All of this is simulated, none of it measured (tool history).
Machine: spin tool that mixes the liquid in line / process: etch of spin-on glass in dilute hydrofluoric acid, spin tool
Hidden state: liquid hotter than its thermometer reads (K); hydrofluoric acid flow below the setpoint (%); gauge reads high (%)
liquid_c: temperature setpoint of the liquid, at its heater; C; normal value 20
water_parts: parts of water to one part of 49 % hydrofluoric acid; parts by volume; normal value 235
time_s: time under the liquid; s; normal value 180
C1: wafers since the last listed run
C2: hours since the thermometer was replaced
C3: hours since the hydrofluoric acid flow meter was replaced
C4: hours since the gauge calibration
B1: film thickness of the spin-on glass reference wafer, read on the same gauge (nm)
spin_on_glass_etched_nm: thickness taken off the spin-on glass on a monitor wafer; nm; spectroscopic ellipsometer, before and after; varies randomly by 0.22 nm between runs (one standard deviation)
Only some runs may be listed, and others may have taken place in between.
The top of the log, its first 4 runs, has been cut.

{"run": 5, "hour": 102.2, "liquid_c": 20, "water_parts": 235, "time_s": 180, "C1": 83, "C2": 602.6, "C3": 188.1, "C4": 1506.6, "B1": 130.02, "spin_on_glass_etched_nm": 23.81}
{"run": 6, "hour": 134.1, "liquid_c": 20, "water_parts": 235, "time_s": 180, "C1": 191, "C2": 634.5, "C3": 220.0, "C4": 1538.5, "B1": 130.01, "spin_on_glass_etched_nm": 23.7}
{"run": 7, "hour": 165.4, "liquid_c": 20, "water_parts": 235, "time_s": 180, "C1": 187, "C2": 665.8, "C3": 251.3, "C4": 1569.8, "B1": 130.05, "spin_on_glass_etched_nm": 23.78}
{"run": 8, "hour": 198.0, "liquid_c": 20, "water_parts": 235, "time_s": 180, "C1": 195, "C2": 698.4, "C3": 283.9, "C4": 1602.4, "B1": 130.03, "spin_on_glass_etched_nm": 23.9}
{"run": 9, "hour": 219.4, "liquid_c": 20, "water_parts": 235, "time_s": 180, "C1": 128, "C2": 719.8, "C3": 305.3, "C4": 1623.8, "B1": 129.97, "spin_on_glass_etched_nm": 23.87}
{"run": 10, "hour": 247.7, "liquid_c": 18, "water_parts": 140, "time_s": 105, "C1": 169, "C2": 748.1, "C3": 333.6, "C4": 1652.1, "B1": 129.97, "spin_on_glass_etched_nm": 23.52}
{"run": 11, "hour": 266.4, "liquid_c": 17, "water_parts": 115, "time_s": 180, "C1": 112, "C2": 766.8, "C3": 352.3, "C4": 1670.8, "B1": 129.99, "spin_on_glass_etched_nm": 48.45}
{"run": 12, "hour": 298.0, "liquid_c": 24, "water_parts": 355, "time_s": 85, "C1": 189, "C2": 798.4, "C3": 383.9, "C4": 1702.4, "B1": 130.02, "spin_on_glass_etched_nm": 7.61}
{"hour": 304.6, "done": "thermometer replaced"}
{"run": 13, "hour": 371.0, "liquid_c": 20, "water_parts": 235, "time_s": 180, "C1": 432, "C2": 66.4, "C3": 456.9, "C4": 1775.4, "B1": 129.94, "spin_on_glass_etched_nm": 23.74}
{"run": 14, "hour": 388.2, "liquid_c": 22, "water_parts": 275, "time_s": 215, "C1": 103, "C2": 83.6, "C3": 474.1, "C4": 1792.6, "B1": 130.0, "spin_on_glass_etched_nm": 24.85}
{"run": 15, "hour": 450.2, "liquid_c": 17, "water_parts": 140, "time_s": 80, "C1": 372, "C2": 145.6, "C3": 536.1, "C4": 1854.6, "B1": 129.99, "spin_on_glass_etched_nm": 17.01}
{"run": 16, "hour": 481.5, "liquid_c": 22, "water_parts": 275, "time_s": 215, "C1": 187, "C2": 176.9, "C3": 567.4, "C4": 1885.9, "B1": 130.0, "spin_on_glass_etched_nm": 24.98}
{"run": 17, "hour": 508.3, "liquid_c": 20, "water_parts": 235, "time_s": 100, "C1": 160, "C2": 203.7, "C3": 594.2, "C4": 1912.7, "B1": 130.01, "spin_on_glass_etched_nm": 12.94}
{"hour": 516.8, "done": "gauge calibrated"}
{"run": 18, "hour": 530.9, "liquid_c": 17, "water_parts": 115, "time_s": 180, "C1": 135, "C2": 226.3, "C3": 616.8, "C4": 14.1, "B1": 129.96, "spin_on_glass_etched_nm": 48.37}
{"run": 19, "hour": 555.3, "liquid_c": 20, "water_parts": 235, "time_s": 180, "C1": 146, "C2": 250.7, "C3": 641.2, "C4": 38.5, "B1": 130.03, "spin_on_glass_etched_nm": 23.4}
{"run": 20, "hour": 569.9, "liquid_c": 18, "water_parts": 200, "time_s": 240, "C1": 87, "C2": 265.3, "C3": 655.8, "C4": 53.1, "B1": 129.98, "spin_on_glass_etched_nm": 34.96}
{"run": 21, "hour": 590.4, "liquid_c": 20, "water_parts": 120, "time_s": 100, "C1": 123, "C2": 285.8, "C3": 676.3, "C4": 73.6, "B1": 130.02, "spin_on_glass_etched_nm": 28.57}
{"run": 22, "hour": 618.0, "liquid_c": 17, "water_parts": 235, "time_s": 180, "C1": 165, "C2": 313.4, "C3": 703.9, "C4": 101.2, "B1": 129.99, "spin_on_glass_etched_nm": 20.76}
{"run": 23, "hour": 644.2, "liquid_c": 20, "water_parts": 155, "time_s": 180, "C1": 157, "C2": 339.6, "C3": 730.1, "C4": 127.4, "B1": 130.03, "spin_on_glass_etched_nm": 38.27}

Forecast run 24:
{"run": 24, "hour": 675.4, "liquid_c": 20, "water_parts": 200, "time_s": 220, "C1": 187, "C2": 370.8, "C3": 761.3, "C4": 158.6, "B1": "?", "spin_on_glass_etched_nm": "?"}

{"run 24": {"B1": 130.0, "spin_on_glass_etched_nm": 34.3}}
With the hidden condition absent and the run-to-run variation left alone, this run would have shown spin_on_glass_etched_nm 35.71 nm.

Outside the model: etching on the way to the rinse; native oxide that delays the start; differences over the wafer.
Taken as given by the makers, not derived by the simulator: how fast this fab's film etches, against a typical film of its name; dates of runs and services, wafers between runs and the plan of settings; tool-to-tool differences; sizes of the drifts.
